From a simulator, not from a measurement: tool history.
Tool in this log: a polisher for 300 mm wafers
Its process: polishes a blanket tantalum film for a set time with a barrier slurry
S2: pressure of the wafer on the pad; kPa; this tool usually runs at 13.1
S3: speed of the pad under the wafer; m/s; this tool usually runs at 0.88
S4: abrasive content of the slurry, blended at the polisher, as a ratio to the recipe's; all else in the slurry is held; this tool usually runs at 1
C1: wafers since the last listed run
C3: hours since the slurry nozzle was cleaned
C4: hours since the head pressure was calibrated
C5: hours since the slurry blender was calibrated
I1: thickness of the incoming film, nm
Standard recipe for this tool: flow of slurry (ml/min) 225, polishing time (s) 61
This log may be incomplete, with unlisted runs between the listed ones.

{"run": 1, "hour": 0.0, "flow of slurry (ml/min)": 225, "S2": 13.1, "S3": 0.88, "S4": 1, "polishing time (s)": 61, "C1": 0, "wafers polished on this pad": 1820, "C3": 236.3, "C4": 254.1, "C5": 152.3, "I1": 403.4, "film removed (nm)": 101.8}
{"run": 2, "hour": 16.8, "flow of slurry (ml/min)": 225, "S2": 13.1, "S3": 0.88, "S4": 1.1, "polishing time (s)": 55, "C1": 159, "wafers polished on this pad": 1979, "C3": 253.1, "C4": 270.9, "C5": 169.1, "I1": 406.5, "film removed (nm)": 92.2}
{"hour": 25.3, "done": "worn pad replaced by a new one"}
{"run": 3, "hour": 45.4, "flow of slurry (ml/min)": 225, "S2": 13.1, "S3": 0.88, "S4": 1.1, "polishing time (s)": 55, "C1": 233, "wafers polished on this pad": 190, "C3": 281.7, "C4": 299.5, "C5": 197.7, "I1": 397.5, "film removed (nm)": 97.3}
{"run": 4, "hour": 57.8, "flow of slurry (ml/min)": 225, "S2": 13.1, "S3": 0.88, "S4": 1, "polishing time (s)": 61, "C1": 117, "wafers polished on this pad": 308, "C3": 294.1, "C4": 311.9, "C5": 210.1, "I1": 400.6, "film removed (nm)": 104.9}
{"hour": 74.0, "done": "slurry blender recalibrated"}
{"run": 5, "hour": 74.5, "flow of slurry (ml/min)": 225, "S2": 13.1, "S3": 0.88, "S4": 1, "polishing time (s)": 61, "C1": 139, "wafers polished on this pad": 448, "C3": 310.8, "C4": 328.6, "C5": 0.5, "I1": 405.3, "film removed (nm)": 102.9}
{"run": 6, "hour": 158.9, "flow of slurry (ml/min)": 225, "S2": 13.1, "S3": 0.88, "S4": 1, "polishing time (s)": 61, "C1": 801, "wafers polished on this pad": 1249, "C3": 395.2, "C4": 413, "C5": 84.9, "I1": 401.1, "film removed (nm)": 101.3}
{"run": 7, "hour": 188.5, "flow of slurry (ml/min)": 225, "S2": 13.1, "S3": 0.88, "S4": 1, "polishing time (s)": 61, "C1": 281, "wafers polished on this pad": 1531, "C3": 424.8, "C4": 442.6, "C5": 114.5, "I1": 399.9, "film removed (nm)": 101}
{"run": 8, "hour": 209.1, "flow of slurry (ml/min)": 225, "S2": 13.1, "S3": 0.88, "S4": 1, "polishing time (s)": 61, "C1": 195, "wafers polished on this pad": 1726, "C3": 445.4, "C4": 463.2, "C5": 135.1, "I1": 403.4, "film removed (nm)": 100.5}
{"hour": 223.9, "done": "worn pad replaced by a new one"}
{"run": 9, "hour": 239.9, "flow of slurry (ml/min)": 225, "S2": 13.1, "S3": 0.88, "S4": 1, "polishing time (s)": 61, "C1": 254, "wafers polished on this pad": 152, "C3": 476.2, "C4": 494, "C5": 165.9, "I1": 398.9, "film removed (nm)": 104.9}
{"run": 10, "hour": 286.2, "flow of slurry (ml/min)": 225, "S2": 13.1, "S3": 1.1, "S4": 1, "polishing time (s)": 61, "C1": 439, "wafers polished on this pad": 592, "C3": 522.5, "C4": 540.3, "C5": 212.2, "I1": 400, "film removed (nm)": 129.9}
{"hour": 311.2, "done": "slurry nozzle cleaned"}
{"run": 11, "hour": 315.6, "flow of slurry (ml/min)": 225, "S2": 13.1, "S3": 1.1, "S4": 1, "polishing time (s)": 61, "C1": 269, "wafers polished on this pad": 861, "C3": 4.4, "C4": 569.7, "C5": 241.6, "I1": 401.3, "film removed (nm)": 130.2}
{"hour": 332.3, "done": "slurry blender recalibrated"}
{"run": 12, "hour": 339.2, "flow of slurry (ml/min)": 225, "S2": 13.1, "S3": 1.1, "S4": 1, "polishing time (s)": 61, "C1": 205, "wafers polished on this pad": 1066, "C3": 28, "C4": 593.3, "C5": 6.9, "I1": 398, "film removed (nm)": 127.9}
{"hour": 352.4, "done": "head pressure recalibrated"}
{"run": 13, "hour": 373.9, "flow of slurry (ml/min)": 245, "S2": 9.7, "S3": 0.64, "S4": 1, "polishing time (s)": 61, "C1": 310, "wafers polished on this pad": 1377, "C3": 62.7, "C4": 21.5, "C5": 41.6, "I1": 399.9, "film removed (nm)": 61.3}
{"run": 14, "hour": 396.5, "flow of slurry (ml/min)": 160, "S2": 13.1, "S3": 0.88, "S4": 1, "polishing time (s)": 49, "C1": 214, "wafers polished on this pad": 1592, "C3": 85.3, "C4": 44.1, "C5": 64.2, "I1": 399, "film removed (nm)": 79.4}
{"run": 15, "hour": 431.1, "flow of slurry (ml/min)": 155, "S2": 13.1, "S3": 0.66, "S4": 1, "polishing time (s)": 71, "C1": 328, "wafers polished on this pad": 1920, "C3": 119.9, "C4": 78.7, "C5": 98.8, "I1": 398.4, "film removed (nm)": 82.8}
{"run": 16, "hour": 444.6, "flow of slurry (ml/min)": 225, "S2": 13.1, "S3": 0.88, "S4": 1.25, "polishing time (s)": 61, "C1": 128, "wafers polished on this pad": 2048, "C3": 133.4, "C4": 92.2, "C5": 112.3, "I1": 397.3, "film removed (nm)": 108.1}
{"hour": 484.5, "done": "worn pad replaced by a new one"}
{"run": 17, "hour": 550.1, "flow of slurry (ml/min)": 225, "S2": 13.1, "S3": 1.12, "S4": 0.75, "polishing time (s)": 61, "C1": 963, "wafers polished on this pad": 623, "C3": 238.9, "C4": 197.7, "C5": 217.8, "I1": 396.8, "film removed (nm)": 118.2}
{"run": 18, "hour": 575.9, "flow of slurry (ml/min)": 225, "S2": 13.1, "S3": 0.88, "S4": 1, "polishing time (s)": 61, "C1": 245, "wafers polished on this pad": 868, "C3": 264.7, "C4": 223.5, "C5": 243.6, "I1": 399.1, "film removed (nm)": 99.9}
{"hour": 581.9, "done": "slurry blender recalibrated"}
{"run": 19, "hour": 611.1, "flow of slurry (ml/min)": 285, "S2": 14.5, "S3": 0.88, "S4": 0.9, "polishing time (s)": 44, "C1": 315, "wafers polished on this pad": 1183, "C3": 299.9, "C4": 258.7, "C5": 29.2, "I1": 406.5, "film removed (nm)": 76.9}
{"run": 20, "hour": 626.7, "flow of slurry (ml/min)": 155, "S2": 9, "S3": 0.88, "S4": 1, "polishing time (s)": 61, "C1": 148, "wafers polished on this pad": 1331, "C3": 315.5, "C4": 274.3, "C5": 44.8, "I1": 401.8, "film removed (nm)": 75.5}
{"run": 21, "hour": 654.9, "flow of slurry (ml/min)": 225, "S2": 13.1, "S3": 0.88, "S4": 1, "polishing time (s)": 61, "C1": 267, "wafers polished on this pad": 1599, "C3": 343.7, "C4": 302.5, "C5": 73, "I1": 398.4, "film removed (nm)": 99.2}
{"run": 22, "hour": 673.1, "flow of slurry (ml/min)": 225, "S2": 13.1, "S3": 0.98, "S4": 1, "polishing time (s)": 61, "C1": 172, "wafers polished on this pad": 1772, "C3": 361.9, "C4": 320.7, "C5": 91.2, "I1": 405.5, "film removed (nm)": 111.3}
{"hour": 686.2, "done": "worn pad replaced by a new one"}
{"run": 23, "hour": 702.5, "flow of slurry (ml/min)": 225, "S2": 13.1, "S3": 1.14, "S4": 0.9, "polishing time (s)": 61, "C1": 241, "wafers polished on this pad": 155, "C3": 391.3, "C4": 350.1, "C5": 120.6, "I1": 400.3, "film removed (nm)": 129.6}
{"hour": 779.8, "done": "slurry blender recalibrated"}
{"run": 24, "hour": 796.4, "flow of slurry (ml/min)": 225, "S2": 13.1, "S3": 0.88, "S4": 1, "polishing time (s)": 61, "C1": 872, "wafers polished on this pad": 1028, "C3": 485.2, "C4": 444, "C5": 16.6, "I1": 394.3, "film removed (nm)": 104}
{"run": 25, "hour": 819.2, "flow of slurry (ml/min)": 225, "S2": 13.1, "S3": 1.16, "S4": 1.3, "polishing time (s)": 61, "C1": 216, "wafers polished on this pad": 1244, "C3": 508, "C4": 466.8, "C5": 39.4, "I1": 397.1, "film removed (nm)": 145.9}
{"hour": 822.8, "done": "slurry nozzle cleaned"}
{"run": 26, "hour": 834.4, "flow of slurry (ml/min)": 225, "S2": 13.1, "S3": 0.88, "S4": 1, "polishing time (s)": 61, "C1": 134, "wafers polished on this pad": 1379, "C3": 11.6, "C4": 482, "C5": 54.6, "I1": 392.1, "film removed (nm)": 102.2}
{"run": 27, "hour": 846.7, "flow of slurry (ml/min)": 160, "S2": 13.1, "S3": 1.1, "S4": 1, "polishing time (s)": 61, "C1": 116, "wafers polished on this pad": 1496, "C3": 23.9, "C4": 494.3, "C5": 66.9, "I1": 400.6, "film removed (nm)": 121.1}
{"hour": 853.4, "done": "head pressure recalibrated"}
{"run": 28, "hour": 869.8, "flow of slurry (ml/min)": 225, "S2": 15.9, "S3": 1.02, "S4": 1, "polishing time (s)": 61, "C1": 200, "wafers polished on this pad": 1696, "C3": 47, "C4": 16.4, "C5": 90, "I1": 399.5, "film removed (nm)": 133.3}
{"run": 29, "hour": 899.9, "flow of slurry (ml/min)": 225, "S2": 14.5, "S3": 0.88, "S4": 1, "polishing time (s)": 61, "C1": 285, "wafers polished on this pad": 1982, "C3": 77.1, "C4": 46.5, "C5": 120.1, "I1": 401.1, "film removed (nm)": 109.7}
{"run": 30, "hour": 913.6, "flow of slurry (ml/min)": 155, "S2": 13.1, "S3": 1.02, "S4": 1, "polishing time (s)": 61, "C1": 130, "wafers polished on this pad": 2112, "C3": 90.8, "C4": 60.2, "C5": 133.8, "I1": 393.3, "film removed (nm)": 113.5}

Expected results for the next run?
{"hour": 922.8, "done": "worn pad replaced by a new one"}
{"run": 31, "hour": 997.4, "flow of slurry (ml/min)": 225, "S2": 14.5, "S3": 0.88, "S4": 0.75, "polishing time (s)": 61, "C1": 757, "wafers polished on this pad": 708, "C3": 174.6, "C4": 144, "C5": 217.6, "I1": 399.1, "film removed (nm)": "?"}

{"run 31": {"film removed (nm)": 97.8}}
Take away the tool's hidden state, keep the run-to-run variation as it was, and the same run would have given film removed (nm) 99.3.

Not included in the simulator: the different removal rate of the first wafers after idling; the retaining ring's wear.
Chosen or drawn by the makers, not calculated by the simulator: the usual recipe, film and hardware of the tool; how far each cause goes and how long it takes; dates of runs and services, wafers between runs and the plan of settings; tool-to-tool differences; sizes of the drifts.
